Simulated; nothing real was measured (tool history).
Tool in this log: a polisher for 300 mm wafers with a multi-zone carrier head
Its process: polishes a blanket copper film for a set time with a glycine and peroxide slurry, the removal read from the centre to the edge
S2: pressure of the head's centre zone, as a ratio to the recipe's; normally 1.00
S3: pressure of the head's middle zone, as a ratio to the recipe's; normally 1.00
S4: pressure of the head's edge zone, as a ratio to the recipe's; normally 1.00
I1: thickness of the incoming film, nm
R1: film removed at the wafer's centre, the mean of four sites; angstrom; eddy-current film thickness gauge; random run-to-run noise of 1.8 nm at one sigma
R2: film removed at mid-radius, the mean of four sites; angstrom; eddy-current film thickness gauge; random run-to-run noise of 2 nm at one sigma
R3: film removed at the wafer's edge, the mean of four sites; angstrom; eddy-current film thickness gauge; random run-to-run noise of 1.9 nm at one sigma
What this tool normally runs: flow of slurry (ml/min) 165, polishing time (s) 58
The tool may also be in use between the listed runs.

Run 1, hour 0.0: usual settings; I1 1989.2. Result: R1 2203 angstrom, R2 1977 angstrom, R3 1887 angstrom.
Run 2, hour 25.0: usual settings; I1 1980.1. Result: R1 2195 angstrom, R2 1981 angstrom, R3 1912 angstrom.
At hour 36.4: worn pad replaced by a new one.
Run 3, hour 38.5: usual settings; I1 1958.5. Result: R1 2207 angstrom, R2 1960 angstrom, R3 1903 angstrom.
Run 4, hour 79.1: usual settings; I1 1982.8. Result: R1 2204 angstrom, R2 1968 angstrom, R3 1927 angstrom.
Run 5, hour 105.1: usual settings; I1 1972.9. Result: R1 2234 angstrom, R2 1966 angstrom, R3 1950 angstrom.
At hour 115.9: slurry nozzle cleaned.
At hour 116.5: carrier head's membrane replaced by a new one.
At hour 129.9: centre zone pressure recalibrated.
Run 6, hour 137.0: usual settings but flow of slurry (ml/min) 210, S2 1.09; I1 1998.3. Result: R1 2231 angstrom, R2 2034 angstrom, R3 2001 angstrom.
Run 7, hour 154.2: usual settings but flow of slurry (ml/min) 210, S2 1.09; I1 2002.0. Result: R1 2228 angstrom, R2 2043 angstrom, R3 1961 angstrom.
At hour 163.7: worn pad replaced by a new one.
Run 8, hour 169.4: usual settings but S2 0.97; I1 1982.1. Result: R1 1940 angstrom, R2 1986 angstrom, R3 1898 angstrom.
Run 9, hour 201.6: usual settings but S3 0.89, S4 1.06; I1 2000.0. Result: R1 1957 angstrom, R2 1813 angstrom, R3 1950 angstrom.
Run 10, hour 228.8: usual settings but flow of slurry (ml/min) 140; I1 1978.2. Result: R1 1916 angstrom, R2 1863 angstrom, R3 1864 angstrom.
At hour 234.9: edge zone pressure recalibrated.
Run 11, hour 248.3: usual settings but flow of slurry (ml/min) 105; I1 1990.9. Result: R1 1775 angstrom, R2 1766 angstrom, R3 1770 angstrom.
At hour 275.3: worn pad replaced by a new one.
Run 12, hour 275.8: usual settings but S3 0.89, S4 1.06; I1 1960.7. Result: R1 2017 angstrom, R2 1799 angstrom, R3 1973 angstrom.
Run 13, hour 293.3: usual settings but S2 0.93, S3 1.09, S4 0.91; I1 1959.3. Result: R1 1862 angstrom, R2 2128 angstrom, R3 1816 angstrom.
Run 14, hour 327.8: usual settings; I1 1984.7. Result: R1 1994 angstrom, R2 1975 angstrom, R3 1902 angstrom.
Run 15, hour 347.8: usual settings but S2 0.89, S4 1.08, polishing time (s) 47; I1 1968.4. Result: R1 1431 angstrom, R2 1604 angstrom, R3 1618 angstrom.
Run 16, hour 380.2: usual settings but S3 0.92, S4 1.06; I1 1979.5. Result: R1 2000 angstrom, R2 1803 angstrom, R3 1964 angstrom.

Branching from run 16: 5 alternative next runs. What would each branch give?
Run A, hour 380.6: usual settings; I1 1951.5. Result: R1 ?, R2 ?, R3 ?.
Run B, hour 380.6: usual settings but flow of slurry (ml/min) 150, S2 1.05, S3 1.06; I1 1951.5. Result: R1 ?, R2 ?, R3 ?.
Run C, hour 380.6: usual settings but flow of slurry (ml/min) 185, S4 0.88, polishing time (s) 69; I1 1951.5. Result: R1 ?, R2 ?, R3 ?.
Run D, hour 380.6: usual settings but S4 0.94, polishing time (s) 70; I1 1951.5. Result: R1 ?, R2 ?, R3 ?.
Run E, hour 380.6: usual settings but flow of slurry (ml/min) 115, polishing time (s) 39; I1 1951.5. Result: R1 ?, R2 ?, R3 ?.

run    R1    R2    R3
  A  2014  1959  1893
  B  2071  2012  1865
  C  2452  2380  2153
  D  2431  2365  2218
  E  1228  1208  1197
Had the tool no hidden state, the same runs would have come out as:
run    R1    R2    R3
  A  1951  1959  1893
  B  2005  2013  1865
  C  2374  2380  2153
  D  2354  2365  2218
  E  1189  1208  1197
